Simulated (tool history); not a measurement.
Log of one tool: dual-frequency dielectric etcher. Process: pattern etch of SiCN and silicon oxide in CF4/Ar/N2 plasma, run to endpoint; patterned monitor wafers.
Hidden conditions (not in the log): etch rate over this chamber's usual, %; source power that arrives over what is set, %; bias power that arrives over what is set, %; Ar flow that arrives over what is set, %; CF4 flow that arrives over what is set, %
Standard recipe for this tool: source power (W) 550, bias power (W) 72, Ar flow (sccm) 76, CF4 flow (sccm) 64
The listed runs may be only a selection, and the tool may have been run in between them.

run,hour,source power (W),bias power (W),Ar flow (sccm),CF4 flow (sccm),wafers since the last listed run,hours since the last wet clean,hours since the last source power generator calibration,hours since the last bias power generator calibration,hours since the last Ar flow controller change,hours since the last CF4 flow controller change,hours since the last upper electrode change,"incoming incoming film thickness, nm",endpoint time (s)
1,0.0,550,72,76,64,0,540.2,4190.8,3073.7,2711.1,2378.5,4240.9,12.66,12.9
2,23.9,550,72,76,64,481,564.1,4214.7,3097.6,2735.0,2402.4,4264.8,12.61,12.7
3,38.2,460,82,76,64,288,578.4,4229.0,3111.9,2749.3,2416.7,4279.1,12.55,14.4
4,51.7,550,72,76,57,272,591.9,4242.5,3125.4,2762.8,2430.2,4292.6,12.54,12.9
5,72.8,550,72,76,57,425,613.0,4263.6,3146.5,2783.9,2451.3,4313.7,12.71,13.0
# hour 110.5: wet clean of the chamber
6,111.0,550,72,76,57,286,0.5,4301.8,3184.7,2822.1,2489.5,4351.9,12.66,13.4
7,126.2,550,72,76,64,306,15.7,4317.0,3199.9,2837.3,2504.7,4367.1,12.60,13.0
# hour 138.2: source power generator calibrated
8,148.1,550,72,76,64,360,37.6,9.9,3221.8,2859.2,2526.6,4389.0,12.64,13.1
9,173.0,480,65,69,75,502,62.5,34.8,3246.7,2884.1,2551.5,4413.9,12.47,14.9
10,190.7,460,82,76,64,356,80.2,52.5,3264.4,2901.8,2569.2,4431.6,12.50,14.6
11,220.3,550,56,70,59,596,109.8,82.1,3294.0,2931.4,2598.8,4461.2,12.55,14.4
# hour 229.6: Ar flow controller replaced
12,239.3,550,67,76,64,262,128.8,101.1,3313.0,9.7,2617.8,4480.2,12.61,13.4
13,254.1,550,79,76,64,298,143.6,115.9,3327.8,24.5,2632.6,4495.0,12.47,12.3
14,266.5,550,72,76,48,250,156.0,128.3,3340.2,36.9,2645.0,4507.4,12.57,13.6
# hour 311.0: bias power generator calibrated
# hour 317.0: upper electrode replaced
15,317.5,550,72,76,64,825,207.0,179.3,6.5,87.9,2696.0,0.5,12.51,12.8
16,318.7,640,72,82,50,24,208.2,180.5,7.7,89.1,2697.2,1.7,12.56,11.8
17,343.7,550,72,76,64,504,233.2,205.5,32.7,114.1,2722.2,26.7,12.50,12.8
# hour 359.6: CF4 flow controller replaced
18,373.0,550,83,76,64,469,262.5,234.8,62.0,143.4,13.4,56.0,12.53,12.1
19,388.5,680,88,90,78,312,278.0,250.3,77.5,158.9,28.9,71.5,12.55,9.4
20,416.1,550,67,76,64,556,305.6,277.9,105.1,186.5,56.5,99.1,12.66,13.3
21,451.4,480,88,65,70,711,340.9,313.2,140.4,221.8,91.8,134.4,12.70,13.1
22,481.4,550,72,76,51,604,370.9,343.2,170.4,251.8,121.8,164.4,12.57,13.4
23,494.5,550,72,76,57,264,384.0,356.3,183.5,264.9,134.9,177.5,12.58,13.0

Pick out some run-to-run changes in endpoint time (s). Of each, how much would a tool without hidden state show as well, from the settings, what came in and chance, and how much is left for the hidden state and any gauge scatter not in both results compared?
Run 5 -> 6: wet clean of the chamber. endpoint time (s) +0.4: hidden state +0.4, all else +0.0.
Run 14 -> 15: CF4 flow (sccm) 48 -> 64, bias power generator calibrated, upper electrode replaced. endpoint time (s) -0.8: hidden state -0.2, all else -0.6.
Run 18 -> 19: source power (W) 550 -> 680, bias power (W) 83 -> 88, Ar flow (sccm) 76 -> 90, CF4 flow (sccm) 64 -> 78. endpoint time (s) -2.7: hidden state +0.1, all else -2.8.
Run 19 -> 20: source power (W) 680 -> 550, bias power (W) 88 -> 67, Ar flow (sccm) 90 -> 76, CF4 flow (sccm) 78 -> 64. endpoint time (s) +3.9: hidden state -0.1, all else +4.0.

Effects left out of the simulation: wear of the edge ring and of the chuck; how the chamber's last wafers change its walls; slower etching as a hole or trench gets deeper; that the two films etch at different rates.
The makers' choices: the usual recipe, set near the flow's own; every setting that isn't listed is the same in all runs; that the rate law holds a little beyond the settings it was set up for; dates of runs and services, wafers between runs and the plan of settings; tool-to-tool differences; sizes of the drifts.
